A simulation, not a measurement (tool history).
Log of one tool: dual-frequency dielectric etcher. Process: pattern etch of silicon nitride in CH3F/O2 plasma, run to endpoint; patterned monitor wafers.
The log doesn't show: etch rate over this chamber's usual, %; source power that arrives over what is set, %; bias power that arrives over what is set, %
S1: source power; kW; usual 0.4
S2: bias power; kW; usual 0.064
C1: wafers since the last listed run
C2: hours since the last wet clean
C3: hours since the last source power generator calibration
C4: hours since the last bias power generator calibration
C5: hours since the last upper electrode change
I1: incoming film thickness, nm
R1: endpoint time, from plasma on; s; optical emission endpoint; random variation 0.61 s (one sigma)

Run 1, hour 0: usual settings; C1 0; C2 279; C3 1404.7; C4 2886.6; C5 909.6; I1 89.9. Result: R1 106.5 s.
Run 2, hour 54.5: usual settings but S2 0.059 kW; C1 386; C2 333.5; C3 1459.2; C4 2941.1; C5 964.1; I1 90.6. Result: R1 112.4 s.
Run 3, hour 150: usual settings but S2 0.059 kW; C1 677; C2 429; C3 1554.7; C4 3036.6; C5 1059.6; I1 88.6. Result: R1 109.6 s.
At hour 259.3: wet clean of the chamber.
Run 4, hour 259.8: usual settings but S2 0.059 kW; C1 609; C2 0.5; C3 1664.5; C4 3146.4; C5 1169.4; I1 88.8. Result: R1 110.3 s.
Run 5, hour 305.4: usual settings but S1 0.48 kW; C1 323; C2 46.1; C3 1710.1; C4 3192; C5 1215; I1 89.6. Result: R1 99.6 s.
Run 6, hour 351.9: usual settings; C1 330; C2 92.6; C3 1756.6; C4 3238.5; C5 1261.5; I1 90. Result: R1 107.5 s.
Run 7, hour 393.7: usual settings; C1 296; C2 134.4; C3 1798.4; C4 3280.3; C5 1303.3; I1 88.9. Result: R1 106.1 s.
Run 8, hour 447.2: usual settings; C1 379; C2 187.9; C3 1851.9; C4 3333.8; C5 1356.8; I1 90.1. Result: R1 107.4 s.
Run 9, hour 485.4: usual settings; C1 271; C2 226.1; C3 1890.1; C4 3372; C5 1395; I1 89.3. Result: R1 106.5 s.
Run 10, hour 540.4: usual settings but S1 0.37 kW, S2 0.052 kW; C1 390; C2 281.1; C3 1945.1; C4 3427; C5 1450; I1 90.2. Result: R1 120.5 s.
Run 11, hour 642.1: usual settings but S1 0.37 kW, S2 0.052 kW; C1 721; C2 382.8; C3 2046.8; C4 3528.7; C5 1551.7; I1 90.3. Result: R1 120.6 s.
Run 12, hour 739.3: usual settings but S1 0.37 kW, S2 0.052 kW; C1 689; C2 480; C3 2144; C4 3625.9; C5 1648.9; I1 89.3. Result: R1 118.5 s.
At hour 792.9: wet clean of the chamber.
Run 13, hour 793.4: usual settings but S1 0.38 kW, S2 0.075 kW; C1 213; C2 0.5; C3 2198.1; C4 3680; C5 1703; I1 89.6. Result: R1 102.3 s.
Run 14, hour 830.1: usual settings; C1 260; C2 37.2; C3 2234.8; C4 3716.7; C5 1739.7; I1 89.9. Result: R1 107.9 s.
Run 15, hour 904.2: usual settings; C1 526; C2 111.3; C3 2308.9; C4 3790.8; C5 1813.8; I1 89.4. Result: R1 106 s.
Run 16, hour 999.4: usual settings; C1 675; C2 206.5; C3 2404.1; C4 3886; C5 1909; I1 89. Result: R1 105.9 s.
At hour 1024.6: source power generator calibrated.
At hour 1075.1: upper electrode replaced.
Run 17, hour 1101.3: usual settings but S1 0.49 kW, S2 0.074 kW; C1 524; C2 308.4; C3 76.7; C4 3987.9; C5 26.2; I1 89.8. Result: R1 94.3 s.
Run 18, hour 1191.2: usual settings but S1 0.46 kW, S2 0.059 kW; C1 638; C2 398.3; C3 166.6; C4 4077.8; C5 116.1; I1 89.6. Result: R1 104.4 s.
Run 19, hour 1228.5: usual settings but S1 0.3 kW, S2 0.073 kW; C1 264; C2 435.6; C3 203.9; C4 4115.1; C5 153.4; I1 89.2. Result: R1 111.7 s.
At hour 1305.6: wet clean of the chamber.
Run 20, hour 1326.6: usual settings but S1 0.49 kW, S2 0.078 kW; C1 526; C2 21; C3 302; C4 4213.2; C5 251.5; I1 90.2. Result: R1 92.8 s.
Run 21, hour 1408.6: usual settings; C1 582; C2 103; C3 384; C4 4295.2; C5 333.5; I1 89.9. Result: R1 108.3 s.
Run 22, hour 1507.9: usual settings but S1 0.48 kW, S2 0.071 kW; C1 704; C2 202.3; C3 483.3; C4 4394.5; C5 432.8; I1 89.4. Result: R1 95.6 s.
Run 23, hour 1600.6: usual settings; C1 658; C2 295; C3 576; C4 4487.2; C5 525.5; I1 89.6. Result: R1 107.1 s.

Run 24 comes next. What will it give?
Run 24, hour 1669.2: usual settings; C1 486; C2 363.6; C3 644.6; C4 4555.8; C5 594.1; I1 89.5. Result: R1 ?.

Run 24 gave R1 108.4 s.
Without the tool's hidden state the same run would have given R1 108.4 s.
